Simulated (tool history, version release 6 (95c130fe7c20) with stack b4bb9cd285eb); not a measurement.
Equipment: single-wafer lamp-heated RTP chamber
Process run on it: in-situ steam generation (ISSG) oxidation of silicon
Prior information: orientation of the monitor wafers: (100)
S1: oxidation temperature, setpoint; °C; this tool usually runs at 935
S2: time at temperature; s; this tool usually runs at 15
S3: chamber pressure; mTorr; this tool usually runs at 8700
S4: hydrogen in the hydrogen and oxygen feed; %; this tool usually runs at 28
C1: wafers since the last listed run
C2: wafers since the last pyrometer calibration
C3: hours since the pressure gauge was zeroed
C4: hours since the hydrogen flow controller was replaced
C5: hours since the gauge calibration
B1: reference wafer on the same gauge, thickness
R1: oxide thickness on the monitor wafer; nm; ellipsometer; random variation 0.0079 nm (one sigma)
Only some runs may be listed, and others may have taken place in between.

run	hour	S1	S2	S3	S4	C1	C2	C3	C4	C5	B1	R1
1	0.0	928	15	8700	28	0	3410	1202.7	1737.0	2344.2	4.057	3.719
2	52.9	928	15	8700	28	697	4107	1255.6	1789.9	2397.1	4.059	3.712
3	98.8	935	15	8700	28	605	4713	1301.5	1835.8	2443.0	4.060	3.770
# hour 99.5: gauge calibrated
4	140.4	935	15	8700	28	548	5262	1343.1	1877.4	40.9	4.060	3.779
5	164.8	935	15	8700	28	321	5583	1367.5	1901.8	65.3	4.060	3.775
6	189.1	935	15	8700	28	320	5904	1391.8	1926.1	89.6	4.063	3.772
# hour 226.3: pyrometer window cleaned and pyrometer calibrated
7	233.9	935	15	8700	28	485	100	1436.6	1970.9	134.4	4.060	3.734
8	258.2	935	15	8700	25	320	420	1460.9	1995.2	158.7	4.057	3.636
9	288.8	935	15	8700	32	403	824	1491.5	2025.8	189.3	4.061	3.878
10	345.8	935	15	8700	21	751	1576	1548.5	2082.8	246.3	4.061	3.503
11	404.7	921	20	9400	19	776	2353	1607.4	2141.7	305.2	4.058	3.670
# hour 459.3: pressure gauge zeroed
12	575.2	935	15	8700	28	2143	4496	115.9	2312.2	475.7	4.057	3.775
13	607.0	935	15	9400	28	419	4916	147.7	2344.0	507.5	4.062	3.735
14	635.8	935	15	8700	28	379	5296	176.5	2372.8	536.3	4.059	3.792
# hour 649.3: pyrometer window cleaned and pyrometer calibrated
15	677.4	928	17	7600	32	443	370	218.1	2414.4	577.9	4.056	4.005
16	733.1	927	15	7200	32	734	1104	273.8	2470.1	633.6	4.062	3.833
17	797.1	951	11	8700	28	844	1949	337.8	2534.1	697.6	4.059	3.502
# hour 881.7: hydrogen flow controller replaced
18	889.4	948	15	7700	28	1112	3061	430.1	7.7	789.9	4.056	3.986
19	924.5	935	15	8700	28	463	3524	465.2	42.8	825.0	4.059	3.827
20	1017.0	935	15	8700	28	1220	4744	557.7	135.3	917.5	4.061	3.832
21	1050.3	935	15	8700	25	439	5183	591.0	168.6	950.8	4.064	3.719
# hour 1079.4: pyrometer window cleaned and pyrometer calibrated
22	1100.6	943	11	7600	32	557	279	641.3	218.9	1001.1	4.060	3.636
23	1134.2	935	20	8700	28	443	722	674.9	252.5	1034.7	4.061	4.227
24	1198.7	950	15	8700	28	850	1573	739.4	317.0	1099.2	4.061	3.966
25	1251.8	921	11	8700	18	700	2273	792.5	370.1	1152.3	4.056	2.974
26	1323.1	935	15	7900	32	940	3214	863.8	441.4	1223.6	4.060	3.987
27	1387.9	935	15	7900	24	854	4069	928.6	506.2	1288.4	4.059	3.690
28	1458.3	935	15	8700	24	928	4997	999.0	576.6	1358.8	4.060	3.682
29	1483.0	935	15	8700	28	325	5323	1023.7	601.3	1383.5	4.054	3.815
30	1530.6	915	15	8700	19	627	5951	1071.3	648.9	1431.1	4.062	3.321
31	1572.9	935	15	8700	28	557	6509	1113.6	691.2	1473.4	4.056	3.826

Forecast each of these 4 alternatives for the next run:
A	1573.3	935	15	8100	28	5	6514	1114.0	691.6	1473.8	?	?
B	1573.3	935	15	8700	31	5	6514	1114.0	691.6	1473.8	?	?
C	1573.3	923	18	7900	28	5	6514	1114.0	691.6	1473.8	?	?
D	1573.3	942	20	10100	28	5	6514	1114.0	691.6	1473.8	?	?

run	B1	R1
A	4.060	3.848
B	4.060	3.926
C	4.060	3.992
D	4.060	4.235
Stripped of hidden state, with their random variation kept, the same runs would have yielded:
run	R1
A	3.798
B	3.875
C	3.939
D	4.169

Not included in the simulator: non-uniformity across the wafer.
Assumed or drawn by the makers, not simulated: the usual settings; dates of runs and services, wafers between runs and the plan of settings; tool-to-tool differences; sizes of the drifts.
